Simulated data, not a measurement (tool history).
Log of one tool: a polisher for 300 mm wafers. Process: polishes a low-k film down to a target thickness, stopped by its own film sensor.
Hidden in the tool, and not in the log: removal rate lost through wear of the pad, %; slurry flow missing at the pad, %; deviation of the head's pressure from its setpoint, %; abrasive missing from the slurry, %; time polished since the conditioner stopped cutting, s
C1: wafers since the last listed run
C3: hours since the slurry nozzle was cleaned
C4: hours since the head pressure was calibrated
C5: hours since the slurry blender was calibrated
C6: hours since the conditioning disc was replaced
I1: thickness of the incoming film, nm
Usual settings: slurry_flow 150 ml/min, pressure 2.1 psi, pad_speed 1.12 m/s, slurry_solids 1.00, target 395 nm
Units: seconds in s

Run 1, hour 0.0: usual settings; C1 0; wafers polished on this pad 519; C3 361.8; C4 684.6; C5 373.0; C6 298.4; I1 469.3. Result: seconds 143.9 s.
At hour 21.0: head pressure recalibrated.
At hour 39.9: conditioning disc replaced and pad reconditioned.
Run 2, hour 52.2: usual settings but slurry_solids 1.20; C1 344; wafers polished on this pad 863; C3 414.0; C4 31.2; C5 425.2; C6 12.3; I1 469.3. Result: seconds 126.1 s.
Run 3, hour 119.2: usual settings but slurry_solids 1.20; C1 478; wafers polished on this pad 1342; C3 481.0; C4 98.2; C5 492.2; C6 79.3; I1 465.9. Result: seconds 119.5 s.
At hour 130.7: slurry blender recalibrated.
At hour 137.9: worn pad replaced by a new one.
Run 4, hour 165.2: usual settings but target 380 nm; C1 285; wafers polished on this pad 194; C3 527.0; C4 144.2; C5 34.5; C6 125.3; I1 469.2. Result: seconds 164.8 s.
Run 5, hour 208.3: usual settings but pressure 1.6 psi; C1 308; wafers polished on this pad 503; C3 570.1; C4 187.3; C5 77.6; C6 168.4; I1 465.5. Result: seconds 165.6 s.
Run 6, hour 271.5: usual settings but pressure 1.6 psi; C1 451; wafers polished on this pad 954; C3 633.3; C4 250.5; C5 140.8; C6 231.6; I1 459.4. Result: seconds 154.2 s.
Run 7, hour 312.1: usual settings but pressure 1.6 psi; C1 290; wafers polished on this pad 1245; C3 673.9; C4 291.1; C5 181.4; C6 272.2; I1 469.2. Result: seconds 181.1 s.
At hour 359.3: conditioning disc replaced and pad reconditioned.
At hour 360.7: slurry nozzle cleaned.
Run 8, hour 366.7: usual settings but slurry_flow 170 ml/min, pressure 1.6 psi; C1 368; wafers polished on this pad 1614; C3 6.0; C4 345.7; C5 236.0; C6 7.4; I1 470.6. Result: seconds 184.3 s.
At hour 378.8: worn pad replaced by a new one.
Run 9, hour 418.8: usual settings but slurry_flow 170 ml/min, pressure 1.6 psi; C1 343; wafers polished on this pad 285; C3 58.1; C4 397.8; C5 288.1; C6 59.5; I1 464.7. Result: seconds 170.9 s.
Run 10, hour 459.6: usual settings but slurry_flow 170 ml/min, pressure 1.6 psi; C1 291; wafers polished on this pad 577; C3 98.9; C4 438.6; C5 328.9; C6 100.3; I1 470.1. Result: seconds 182.5 s.
Run 11, hour 500.0: usual settings; C1 288; wafers polished on this pad 866; C3 139.3; C4 479.0; C5 369.3; C6 140.7; I1 470.5. Result: seconds 150.3 s.
Run 12, hour 533.4: usual settings but target 383 nm; C1 238; wafers polished on this pad 1105; C3 172.7; C4 512.4; C5 402.7; C6 174.1; I1 465.4. Result: seconds 169.4 s.
At hour 559.9: conditioning disc replaced and pad reconditioned, repeated, since the last time left the tool worse.
Run 13, hour 576.1: usual settings; C1 290; wafers polished on this pad 1396; C3 215.4; C4 555.1; C5 445.4; C6 16.2; I1 471.3. Result: seconds 138.5 s.
At hour 584.5: worn pad replaced by a new one.
Run 14, hour 627.1: usual settings; C1 335; wafers polished on this pad 304; C3 266.4; C4 606.1; C5 496.4; C6 67.2; I1 470.3. Result: seconds 138.1 s.
At hour 666.2: slurry blender recalibrated.
Run 15, hour 670.8: usual settings; C1 298; wafers polished on this pad 602; C3 310.1; C4 649.8; C5 4.6; C6 110.9; I1 476.8. Result: seconds 148.5 s.
Run 16, hour 738.9: usual settings but pressure 2.7 psi, slurry_solids 1.15; C1 486; wafers polished on this pad 1089; C3 378.2; C4 717.9; C5 72.7; C6 179.0; I1 473.3. Result: seconds 108.7 s.
Run 17, hour 781.5: usual settings but slurry_flow 125 ml/min, pressure 2.7 psi; C1 304; wafers polished on this pad 1394; C3 420.8; C4 760.5; C5 115.3; C6 221.6; I1 475.7. Result: seconds 122.7 s.

Run 18 comes next. What will it give?
At hour 817.9: worn pad replaced by a new one.
Run 18, hour 820.5: usual settings but pressure 2.3 psi; C1 250; wafers polished on this pad 18; C3 459.8; C4 799.5; C5 154.3; C6 260.6; I1 471.4. Result: seconds ?.

{"run 18": {"seconds": 134.1}}
Without the tool's hidden state the same run would have given seconds 128.1 s.

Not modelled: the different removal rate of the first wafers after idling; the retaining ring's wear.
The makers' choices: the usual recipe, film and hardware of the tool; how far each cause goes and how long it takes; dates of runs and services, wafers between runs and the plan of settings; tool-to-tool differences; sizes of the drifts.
